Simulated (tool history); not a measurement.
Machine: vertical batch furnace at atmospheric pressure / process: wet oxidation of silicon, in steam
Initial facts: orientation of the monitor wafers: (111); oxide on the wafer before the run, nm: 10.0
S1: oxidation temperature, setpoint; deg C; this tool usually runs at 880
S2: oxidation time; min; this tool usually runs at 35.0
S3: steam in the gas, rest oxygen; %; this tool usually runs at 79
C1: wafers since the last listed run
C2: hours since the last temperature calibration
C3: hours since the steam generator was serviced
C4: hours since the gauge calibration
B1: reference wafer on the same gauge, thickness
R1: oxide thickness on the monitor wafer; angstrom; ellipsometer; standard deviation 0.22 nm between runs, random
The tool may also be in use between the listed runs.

run 1 hour=0.0 | S1=880 S2=35.0 S3=71 | C1=0 C2=2717.6 C3=2610.2 C4=353.2 | B1=101.76 | R1=833.9
run 2 hour=13.2 | S1=872 S2=35.0 S3=79 | C1=191 C2=2730.8 C3=2623.4 C4=366.4 | B1=101.74 | R1=811.9
run 3 hour=20.2 | S1=872 S2=35.0 S3=79 | C1=101 C2=2737.8 C3=2630.4 C4=373.4 | B1=101.84 | R1=817.5
run 4 hour=39.0 | S1=872 S2=35.0 S3=79 | C1=272 C2=2756.6 C3=2649.2 C4=392.2 | B1=101.82 | R1=815.8
run 5 hour=49.3 | S1=880 S2=35.0 S3=79 | C1=149 C2=2766.9 C3=2659.5 C4=402.5 | B1=101.79 | R1=907.9
run 6 hour=62.8 | S1=880 S2=35.0 S3=79 | C1=195 C2=2780.4 C3=2673.0 C4=416.0 | B1=101.82 | R1=908.9
run 7 hour=70.7 | S1=880 S2=35.0 S3=79 | C1=114 C2=2788.3 C3=2680.9 C4=423.9 | B1=101.78 | R1=910.7
run 8 hour=77.7 | S1=880 S2=35.0 S3=79 | C1=101 C2=2795.3 C3=2687.9 C4=430.9 | B1=101.86 | R1=908.0
-- hour=85.0 gauge calibrated
run 9 hour=91.1 | S1=880 S2=35.0 S3=79 | C1=194 C2=2808.7 C3=2701.3 C4=6.1 | B1=101.85 | R1=910.3
run 10 hour=100.8 | S1=892 S2=44.5 S3=79 | C1=140 C2=2818.4 C3=2711.0 C4=15.8 | B1=101.73 | R1=1306.3
run 11 hour=110.8 | S1=892 S2=44.5 S3=79 | C1=144 C2=2828.4 C3=2721.0 C4=25.8 | B1=101.89 | R1=1293.8
run 12 hour=120.2 | S1=892 S2=44.5 S3=79 | C1=136 C2=2837.8 C3=2730.4 C4=35.2 | B1=101.78 | R1=1295.6
run 13 hour=138.7 | S1=880 S2=35.0 S3=79 | C1=268 C2=2856.3 C3=2748.9 C4=53.7 | B1=101.79 | R1=907.2
run 14 hour=156.0 | S1=880 S2=35.0 S3=79 | C1=250 C2=2873.6 C3=2766.2 C4=71.0 | B1=101.72 | R1=908.5
run 15 hour=170.4 | S1=887 S2=40.5 S3=79 | C1=208 C2=2888.0 C3=2780.6 C4=85.4 | B1=101.84 | R1=1123.2
run 16 hour=182.3 | S1=880 S2=35.0 S3=79 | C1=172 C2=2899.9 C3=2792.5 C4=97.3 | B1=101.69 | R1=911.4
run 17 hour=194.6 | S1=858 S2=35.0 S3=88 | C1=178 C2=2912.2 C3=2804.8 C4=109.6 | B1=101.81 | R1=728.9
run 18 hour=209.2 | S1=856 S2=35.0 S3=79 | C1=211 C2=2926.8 C3=2819.4 C4=124.2 | B1=101.78 | R1=649.4
run 19 hour=222.7 | S1=880 S2=35.0 S3=79 | C1=195 C2=2940.3 C3=2832.9 C4=137.7 | B1=101.75 | R1=913.9
run 20 hour=230.5 | S1=899 S2=49.5 S3=87 | C1=113 C2=2948.1 C3=2840.7 C4=145.5 | B1=101.83 | R1=1661.6
run 21 hour=242.0 | S1=893 S2=48.5 S3=70 | C1=166 C2=2959.6 C3=2852.2 C4=157.0 | B1=101.67 | R1=1279.7
run 22 hour=255.5 | S1=898 S2=35.0 S3=84 | C1=195 C2=2973.1 C3=2865.7 C4=170.5 | B1=101.79 | R1=1210.1
run 23 hour=272.7 | S1=880 S2=25.5 S3=75 | C1=249 C2=2990.3 C3=2882.9 C4=187.7 | B1=101.86 | R1=674.3
run 24 hour=289.4 | S1=899 S2=23.5 S3=87 | C1=241 C2=3007.0 C3=2899.6 C4=204.4 | B1=101.76 | R1=915.1
run 25 hour=307.6 | S1=880 S2=35.0 S3=69 | C1=263 C2=3025.2 C3=2917.8 C4=222.6 | B1=101.74 | R1=814.9
-- hour=332.5 thermocouples replaced and temperature profile calibrated
run 26 hour=333.0 | S1=880 S2=35.0 S3=79 | C1=20 C2=0.5 C3=2943.2 C4=248.0 | B1=101.74 | R1=907.9
run 27 hour=337.5 | S1=862 S2=35.0 S3=89 | C1=26 C2=5.0 C3=2947.7 C4=252.5 | B1=101.80 | R1=775.5
-- hour=358.8 steam generator serviced
run 28 hour=359.3 | S1=869 S2=52.5 S3=87 | C1=7 C2=26.8 C3=0.5 C4=274.3 | B1=101.75 | R1=1183.1
run 29 hour=363.9 | S1=880 S2=35.0 S3=79 | C1=66 C2=31.4 C3=5.1 C4=278.9 | B1=101.77 | R1=910.1
run 30 hour=370.8 | S1=880 S2=35.0 S3=70 | C1=99 C2=38.3 C3=12.0 C4=285.8 | B1=101.71 | R1=822.1
run 31 hour=380.9 | S1=880 S2=35.0 S3=71 | C1=146 C2=48.4 C3=22.1 C4=295.9 | B1=101.75 | R1=835.1
run 32 hour=395.3 | S1=880 S2=35.0 S3=79 | C1=208 C2=62.8 C3=36.5 C4=310.3 | B1=101.71 | R1=911.5
run 33 hour=404.9 | S1=880 S2=35.0 S3=79 | C1=139 C2=72.4 C3=46.1 C4=319.9 | B1=101.73 | R1=909.8
run 34 hour=419.6 | S1=864 S2=35.0 S3=89 | C1=213 C2=87.1 C3=60.8 C4=334.6 | B1=101.77 | R1=801.1
run 35 hour=433.1 | S1=898 S2=35.0 S3=79 | C1=195 C2=100.6 C3=74.3 C4=348.1 | B1=101.82 | R1=1151.9
run 36 hour=463.5 | S1=856 S2=35.0 S3=85 | C1=440 C2=131.0 C3=104.7 C4=378.5 | B1=101.82 | R1=687.3
run 37 hour=482.1 | S1=893 S2=46.0 S3=72 | C1=269 C2=149.6 C3=123.3 C4=397.1 | B1=101.83 | R1=1251.4
run 38 hour=494.4 | S1=893 S2=46.0 S3=72 | C1=178 C2=161.9 C3=135.6 C4=409.4 | B1=101.82 | R1=1255.8

Across each entry between runs, compare the hidden state at the last listed run before it with the hidden state at the first listed run after it:
Between runs 8 and 9: gauge calibrated (hour 85.0)
  no hidden state differs between the two runs
Between runs 25 and 26: thermocouples replaced and temperature profile calibrated (hour 332.5)
  no hidden state differs between the two runs
Between runs 27 and 28: steam generator serviced (hour 358.8)
  no hidden state differs between the two runs
